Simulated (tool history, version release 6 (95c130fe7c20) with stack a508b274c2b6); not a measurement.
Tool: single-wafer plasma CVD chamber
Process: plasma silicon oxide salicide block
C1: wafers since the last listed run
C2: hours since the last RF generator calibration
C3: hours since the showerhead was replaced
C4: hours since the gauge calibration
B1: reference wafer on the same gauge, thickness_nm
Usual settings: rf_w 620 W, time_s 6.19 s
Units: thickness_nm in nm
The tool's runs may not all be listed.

Run 1, hour 0: usual settings; C1 0; C2 1827.6; C3 6634.3; C4 67.4; B1 61.282. Result: thickness_nm 61.928 nm.
Run 2, hour 15: usual settings; C1 324; C2 1842.6; C3 6649.3; C4 82.4; B1 61.258. Result: thickness_nm 61.893 nm.
Run 3, hour 23.8: usual settings but rf_w 710 W; C1 190; C2 1851.4; C3 6658.1; C4 91.2; B1 61.26. Result: thickness_nm 65.121 nm.
Run 4, hour 35.5: usual settings but rf_w 710 W; C1 252; C2 1863.1; C3 6669.8; C4 102.9; B1 61.239. Result: thickness_nm 64.943 nm.
Run 5, hour 48.9: usual settings; C1 289; C2 1876.5; C3 6683.2; C4 116.3; B1 61.175. Result: thickness_nm 61.688 nm.
Run 6, hour 79.6: usual settings; C1 663; C2 1907.2; C3 6713.9; C4 147; B1 61.139. Result: thickness_nm 61.821 nm.
At hour 88: gauge calibrated.
At hour 90.7: showerhead replaced.
Run 7, hour 96.1: usual settings; C1 183; C2 1923.7; C3 5.4; C4 8.1; B1 61.494. Result: thickness_nm 62.226 nm.
Run 8, hour 107.8: usual settings; C1 252; C2 1935.4; C3 17.1; C4 19.8; B1 61.447. Result: thickness_nm 62.224 nm.
Run 9, hour 114.4: usual settings but time_s 7.37 s; C1 142; C2 1942; C3 23.7; C4 26.4; B1 61.44. Result: thickness_nm 73.926 nm.
At hour 132.8: RF generator calibrated.
Run 10, hour 133.3: usual settings but rf_w 575 W, time_s 7.3 s; C1 235; C2 0.5; C3 42.6; C4 45.3; B1 61.462. Result: thickness_nm 71.036 nm.
Run 11, hour 139.4: usual settings but rf_w 580 W, time_s 4.97 s; C1 131; C2 6.6; C3 48.7; C4 51.4; B1 61.416. Result: thickness_nm 48.484 nm.
Run 12, hour 149: usual settings but rf_w 690 W; C1 207; C2 16.2; C3 58.3; C4 61; B1 61.399. Result: thickness_nm 64.749 nm.
Run 13, hour 165.6: usual settings but rf_w 510 W, time_s 7.11 s; C1 358; C2 32.8; C3 74.9; C4 77.6; B1 61.376. Result: thickness_nm 65.537 nm.
Run 14, hour 179.1: usual settings but rf_w 575 W, time_s 5.41 s; C1 291; C2 46.3; C3 88.4; C4 91.1; B1 61.3. Result: thickness_nm 52.508 nm.
Run 15, hour 193: usual settings; C1 300; C2 60.2; C3 102.3; C4 105; B1 61.243. Result: thickness_nm 61.849 nm.
Run 16, hour 222.6: usual settings but rf_w 575 W, time_s 5.41 s; C1 639; C2 89.8; C3 131.9; C4 134.6; B1 61.176. Result: thickness_nm 52.494 nm.
At hour 230.2: gauge calibrated.
Run 17, hour 231.6: usual settings; C1 194; C2 98.8; C3 140.9; C4 1.4; B1 61.522. Result: thickness_nm 62.115 nm.

Forecast each of these 4 alternatives for the next run:
Run A, hour 232: usual settings but rf_w 675 W; C1 8; C2 99.2; C3 141.3; C4 1.8; B1 ?. Result: thickness_nm ?.
Run B, hour 232: usual settings but rf_w 665 W; C1 8; C2 99.2; C3 141.3; C4 1.8; B1 ?. Result: thickness_nm ?.
Run C, hour 232: usual settings but rf_w 570 W, time_s 6.57 s; C1 8; C2 99.2; C3 141.3; C4 1.8; B1 ?. Result: thickness_nm ?.
Run D, hour 232: usual settings but rf_w 660 W, time_s 6.91 s; C1 8; C2 99.2; C3 141.3; C4 1.8; B1 ?. Result: thickness_nm ?.

run      B1  thickness_nm
  A  61.507        64.148
  B  61.507         63.78
  C  61.507        63.688
  D  61.507        70.991
Without the tool's hidden state the same runs would have given:
run  thickness_nm
  A        64.166
  B        63.798
  C        63.706
  D        71.011
